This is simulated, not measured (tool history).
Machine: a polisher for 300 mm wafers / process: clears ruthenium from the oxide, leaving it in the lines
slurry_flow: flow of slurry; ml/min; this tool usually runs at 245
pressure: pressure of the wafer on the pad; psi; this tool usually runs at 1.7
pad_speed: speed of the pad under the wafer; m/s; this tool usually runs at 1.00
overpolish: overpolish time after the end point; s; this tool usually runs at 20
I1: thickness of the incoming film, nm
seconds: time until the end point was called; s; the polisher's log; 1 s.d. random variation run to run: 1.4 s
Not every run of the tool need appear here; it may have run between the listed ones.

{"run": 1, "hour": 0.0, "slurry_flow": 245, "pressure": 1.7, "pad_speed": 1.0, "overpolish": 20, "I1": 153.7, "seconds": 181.2}
{"hour": 8.1, "done": "slurry nozzle cleaned"}
{"run": 2, "hour": 63.2, "slurry_flow": 245, "pressure": 1.7, "pad_speed": 1.0, "overpolish": 20, "I1": 153.9, "seconds": 176.6}
{"hour": 116.5, "done": "head pressure recalibrated"}
{"run": 3, "hour": 135.0, "slurry_flow": 245, "pressure": 1.7, "pad_speed": 0.84, "overpolish": 20, "I1": 153.0, "seconds": 207.3}
{"hour": 292.9, "done": "worn pad replaced by a new one"}
{"run": 4, "hour": 327.1, "slurry_flow": 245, "pressure": 1.7, "pad_speed": 0.84, "overpolish": 20, "I1": 153.7, "seconds": 216.4}
{"run": 5, "hour": 368.2, "slurry_flow": 245, "pressure": 1.7, "pad_speed": 0.84, "overpolish": 20, "I1": 152.5, "seconds": 212.2}
{"run": 6, "hour": 401.6, "slurry_flow": 245, "pressure": 1.7, "pad_speed": 1.0, "overpolish": 20, "I1": 155.4, "seconds": 181.6}
{"run": 7, "hour": 467.7, "slurry_flow": 245, "pressure": 1.7, "pad_speed": 1.0, "overpolish": 20, "I1": 154.6, "seconds": 181.1}
{"hour": 496.6, "done": "slurry nozzle cleaned"}
{"hour": 505.2, "done": "head pressure recalibrated"}
{"run": 8, "hour": 505.7, "slurry_flow": 245, "pressure": 1.7, "pad_speed": 1.0, "overpolish": 20, "I1": 157.0, "seconds": 181.0}
{"run": 9, "hour": 558.1, "slurry_flow": 245, "pressure": 1.7, "pad_speed": 1.14, "overpolish": 25, "I1": 153.8, "seconds": 156.4}
{"run": 10, "hour": 593.0, "slurry_flow": 245, "pressure": 1.7, "pad_speed": 1.14, "overpolish": 25, "I1": 156.6, "seconds": 155.9}
{"run": 11, "hour": 651.1, "slurry_flow": 245, "pressure": 1.7, "pad_speed": 1.14, "overpolish": 25, "I1": 156.5, "seconds": 157.3}
{"run": 12, "hour": 675.3, "slurry_flow": 260, "pressure": 1.7, "pad_speed": 1.0, "overpolish": 24, "I1": 157.9, "seconds": 181.5}
{"hour": 681.9, "done": "worn pad replaced by a new one"}
{"run": 13, "hour": 720.0, "slurry_flow": 260, "pressure": 1.7, "pad_speed": 1.0, "overpolish": 24, "I1": 156.7, "seconds": 180.6}
{"run": 14, "hour": 778.6, "slurry_flow": 260, "pressure": 1.7, "pad_speed": 1.0, "overpolish": 24, "I1": 153.9, "seconds": 178.5}
{"hour": 889.8, "done": "head pressure recalibrated"}
{"run": 15, "hour": 984.7, "slurry_flow": 245, "pressure": 1.7, "pad_speed": 0.92, "overpolish": 15, "I1": 155.8, "seconds": 197.7}
{"run": 16, "hour": 1032.7, "slurry_flow": 245, "pressure": 1.7, "pad_speed": 0.92, "overpolish": 15, "I1": 156.1, "seconds": 198.6}
{"hour": 1050.6, "done": "worn pad replaced by a new one"}
{"hour": 1072.5, "done": "slurry nozzle cleaned"}
{"run": 17, "hour": 1083.5, "slurry_flow": 245, "pressure": 1.7, "pad_speed": 1.14, "overpolish": 25, "I1": 153.0, "seconds": 154.5}
{"run": 18, "hour": 1145.8, "slurry_flow": 245, "pressure": 2.0, "pad_speed": 1.0, "overpolish": 20, "I1": 151.8, "seconds": 150.6}
{"run": 19, "hour": 1211.8, "slurry_flow": 285, "pressure": 2.0, "pad_speed": 0.88, "overpolish": 13, "I1": 154.1, "seconds": 170.0}
{"run": 20, "hour": 1262.8, "slurry_flow": 245, "pressure": 1.5, "pad_speed": 0.84, "overpolish": 20, "I1": 157.1, "seconds": 244.4}
{"run": 21, "hour": 1323.6, "slurry_flow": 245, "pressure": 2.2, "pad_speed": 1.0, "overpolish": 24, "I1": 152.8, "seconds": 136.0}
{"hour": 1343.1, "done": "head pressure recalibrated"}
{"run": 22, "hour": 1378.2, "slurry_flow": 245, "pressure": 2.0, "pad_speed": 0.86, "overpolish": 20, "I1": 155.1, "seconds": 177.3}
{"run": 23, "hour": 1408.3, "slurry_flow": 245, "pressure": 1.7, "pad_speed": 1.0, "overpolish": 20, "I1": 155.5, "seconds": 182.2}
{"hour": 1461.0, "done": "worn pad replaced by a new one"}
{"run": 24, "hour": 1461.5, "slurry_flow": 270, "pressure": 2.3, "pad_speed": 1.0, "overpolish": 27, "I1": 155.6, "seconds": 133.9}
{"run": 25, "hour": 1531.7, "slurry_flow": 245, "pressure": 1.5, "pad_speed": 1.3, "overpolish": 20, "I1": 153.2, "seconds": 155.2}
{"run": 26, "hour": 1588.4, "slurry_flow": 270, "pressure": 1.4, "pad_speed": 1.26, "overpolish": 13, "I1": 155.6, "seconds": 173.4}
{"run": 27, "hour": 1643.7, "slurry_flow": 215, "pressure": 1.7, "pad_speed": 0.9, "overpolish": 14, "I1": 152.9, "seconds": 203.1}
{"hour": 1646.5, "done": "slurry nozzle cleaned"}
{"run": 28, "hour": 1685.5, "slurry_flow": 245, "pressure": 1.7, "pad_speed": 1.0, "overpolish": 20, "I1": 154.4, "seconds": 175.3}
{"run": 29, "hour": 1733.3, "slurry_flow": 245, "pressure": 2.0, "pad_speed": 1.3, "overpolish": 20, "I1": 154.9, "seconds": 115.7}
{"hour": 1766.4, "done": "head pressure recalibrated"}
{"run": 30, "hour": 1776.8, "slurry_flow": 300, "pressure": 1.7, "pad_speed": 1.26, "overpolish": 20, "I1": 155.3, "seconds": 137.9}
{"run": 31, "hour": 1814.0, "slurry_flow": 270, "pressure": 1.4, "pad_speed": 1.26, "overpolish": 13, "I1": 155.4, "seconds": 171.1}
{"run": 32, "hour": 1868.9, "slurry_flow": 245, "pressure": 1.7, "pad_speed": 1.0, "overpolish": 30, "I1": 156.1, "seconds": 180.2}
{"hour": 1885.6, "done": "worn pad replaced by a new one"}
{"run": 33, "hour": 1906.0, "slurry_flow": 245, "pressure": 1.5, "pad_speed": 1.0, "overpolish": 20, "I1": 156.3, "seconds": 207.0}

Branching from run 33: 3 alternative next runs. What would each branch give?
{"run": "A", "hour": 1906.5, "slurry_flow": 245, "pressure": 1.7, "pad_speed": 0.86, "overpolish": 20, "I1": 154.5, "seconds": "?"}
{"run": "B", "hour": 1906.5, "slurry_flow": 245, "pressure": 1.9, "pad_speed": 1.24, "overpolish": 11, "I1": 154.5, "seconds": "?"}
{"run": "C", "hour": 1906.5, "slurry_flow": 170, "pressure": 1.7, "pad_speed": 1.0, "overpolish": 27, "I1": 154.5, "seconds": "?"}

run=A seconds=204.6
run=B seconds=127.3
run=C seconds=183.2
Without the tool's unlogged condition, the same runs would have read:
run=A seconds=201.2
run=B seconds=125.2
run=C seconds=179.2

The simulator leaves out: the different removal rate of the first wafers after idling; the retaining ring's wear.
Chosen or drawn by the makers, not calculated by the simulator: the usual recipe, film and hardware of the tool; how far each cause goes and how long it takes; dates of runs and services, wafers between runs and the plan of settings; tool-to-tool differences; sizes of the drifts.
